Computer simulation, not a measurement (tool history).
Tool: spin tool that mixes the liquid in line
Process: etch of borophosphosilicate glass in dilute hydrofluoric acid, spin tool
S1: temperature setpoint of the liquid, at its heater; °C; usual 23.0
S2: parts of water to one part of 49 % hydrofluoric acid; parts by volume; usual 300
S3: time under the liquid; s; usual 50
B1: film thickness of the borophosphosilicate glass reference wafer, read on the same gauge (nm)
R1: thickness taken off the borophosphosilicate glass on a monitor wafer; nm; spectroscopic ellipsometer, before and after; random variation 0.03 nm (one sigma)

run   hour    S1   S2  S3      B1     R1
  1    0.0  26.0  300  25  120.00   3.91
  2   47.2  26.0  300  25  119.98   3.95
  3   86.2  26.0  300  25  120.00   3.95
  4  137.0  24.5  300  50  120.01   7.53
  5  203.8  23.0  300  50  120.02   7.13
  6  250.9  23.0  260  50  119.99   8.59
  7  465.4  23.0  260  50  120.01   8.59
  8  503.2  23.0  300  50  119.98   7.20
  9  543.5  21.5  300  50  119.98   6.85
 10  570.9  23.0  330  50  120.01   6.31
 11  601.0  23.0  330  50  120.01   6.36
 12  659.0  23.0  330  50  120.02   6.35
     660.0  -- gauge calibrated
 13  701.5  23.0  300  50  120.00   7.30
 14  733.3  23.0  300  50  120.00   7.25
 15  763.0  23.0  300  50  120.00   7.26
 16  824.7  19.0  420  25  119.96   2.03
     830.2  -- thermometer replaced
 17  867.6  23.0  215  50  120.01  10.98
 18  909.3  19.0  195  40  119.98   8.51
 19  935.7  19.5  255  20  120.02   3.12
     964.3  -- hydrofluoric acid flow meter replaced
 20  965.7  23.0  300  75  120.01  10.58

Run 21 comes next. What will it give?
 21  1019.9  18.5  180  50   ?   ?

{"run 21": {"B1": 120.0, "R1": 11.12}}
Without the tool's hidden state the same run would have given R1 11.02 nm.

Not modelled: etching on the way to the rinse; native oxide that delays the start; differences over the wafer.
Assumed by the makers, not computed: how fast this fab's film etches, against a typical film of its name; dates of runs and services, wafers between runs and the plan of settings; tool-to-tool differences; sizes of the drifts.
